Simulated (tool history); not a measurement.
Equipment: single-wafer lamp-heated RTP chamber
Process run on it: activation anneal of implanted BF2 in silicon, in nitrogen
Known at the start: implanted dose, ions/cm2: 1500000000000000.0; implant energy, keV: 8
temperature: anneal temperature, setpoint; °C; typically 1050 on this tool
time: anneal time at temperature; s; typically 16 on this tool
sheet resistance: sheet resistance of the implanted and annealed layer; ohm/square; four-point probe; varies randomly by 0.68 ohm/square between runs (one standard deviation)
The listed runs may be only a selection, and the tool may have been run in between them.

| run | day | temperature | time | read-back reference wafer on the same gauge, sheet resistance | sheet resistance |
|---|---|---|---|---|---|
| 1 | 0.000 | 1036 | 16 | 177.96 | 185.26 |
| 2 | 0.692 | 1050 | 20 | 178.00 | 158.57 |
| 3 | 1.942 | 1050 | 20 | 178.01 | 158.59 |
| 4 | 2.704 | 1050 | 16 | 178.02 | 166.20 |
| 5 | 3.342 | 1050 | 16 | 177.94 | 165.17 |
| 6 | 4.750 | 1050 | 16 | 177.98 | 165.87 |
| 7 | 5.333 | 1050 | 16 | 177.99 | 163.35 |
| 8 | 6.546 | 1050 | 16 | 178.08 | 165.47 |
| 9 | 7.308 | 1031 | 13 | 177.95 | 205.38 |
| 10 | 8.312 | 1031 | 13 | 178.02 | 207.05 |
| 11 | 9.825 | 1031 | 13 | 177.89 | 204.65 |
| 12 | 10.629 | 1050 | 16 | 178.05 | 165.07 |
| 13 | 11.375 | 1050 | 16 | 177.96 | 165.21 |
| 14 | 12.504 | 1050 | 16 | 178.13 | 164.88 |
| 15 | 13.942 | 1050 | 16 | 177.97 | 164.34 |
| 16 | 14.638 | 1050 | 16 | 178.02 | 164.62 |
| 17 | 15.467 | 1050 | 16 | 178.02 | 165.46 |
| 18 | 16.621 | 1050 | 16 | 177.93 | 165.40 |
| 19 | 17.254 | 1027 | 9 | 177.94 | 238.92 |
| 20 | 18.646 | 1050 | 16 | 177.88 | 165.58 |
| 21 | 19.583 | 1050 | 23 | 178.03 | 154.97 |
| 22 | 20.300 | 1063 | 9 | 178.00 | 171.50 |
| 23 | 20.817 | 1050 | 16 | 178.08 | 165.81 |
| 24 | 22.075 | 1039 | 14 | 178.02 | 186.38 |
| 25 | 23.317 | 1072 | 21 | 177.99 | 133.19 |
| 26 | 26.908 | 1022 | 23 | 177.98 | 190.05 |
| 27 | 27.808 | 1062 | 9 | 178.06 | 172.90 |
| 28 | 28.588 | 1034 | 23 | 178.04 | 172.52 |
| 29 | 29.133 | 1032 | 9 | 177.89 | 226.49 |
| 30 | 30.025 | 1071 | 16 | 177.99 | 143.53 |
| 31 | 31.250 | 1050 | 16 | 177.89 | 164.53 |
| 32 | 32.654 | 1068 | 24 | 178.00 | 132.79 |
| 33 | 33.454 | 1029 | 24 | 177.92 | 177.15 |
| 34 | 34.142 | 1058 | 16 | 177.95 | 156.18 |

Between the runs listed above, the log contained 5 entries, not reproduced here. Where in the sequence does each belong, and how does what the log doesn't record of the tool's condition differ from the listed run before to the listed run after?
From run 1 to run 2: pyrometer window cleaned and pyrometer calibrated (day 0.671)
  nothing in the hidden state changes from one run to the other
From run 13 to run 14: pyrometer window cleaned and pyrometer calibrated (day 12.483)
  nothing in the hidden state changes from one run to the other
From run 17 to run 18: gauge calibrated (day 16.350)
  nothing in the hidden state changes from one run to the other
From run 21 to run 22: reflector plate cleaned (day 20.279)
  nothing in the hidden state changes from one run to the other
From run 24 to run 25: pyrometer window cleaned and pyrometer calibrated (day 22.562)
  nothing in the hidden state changes from one run to the other
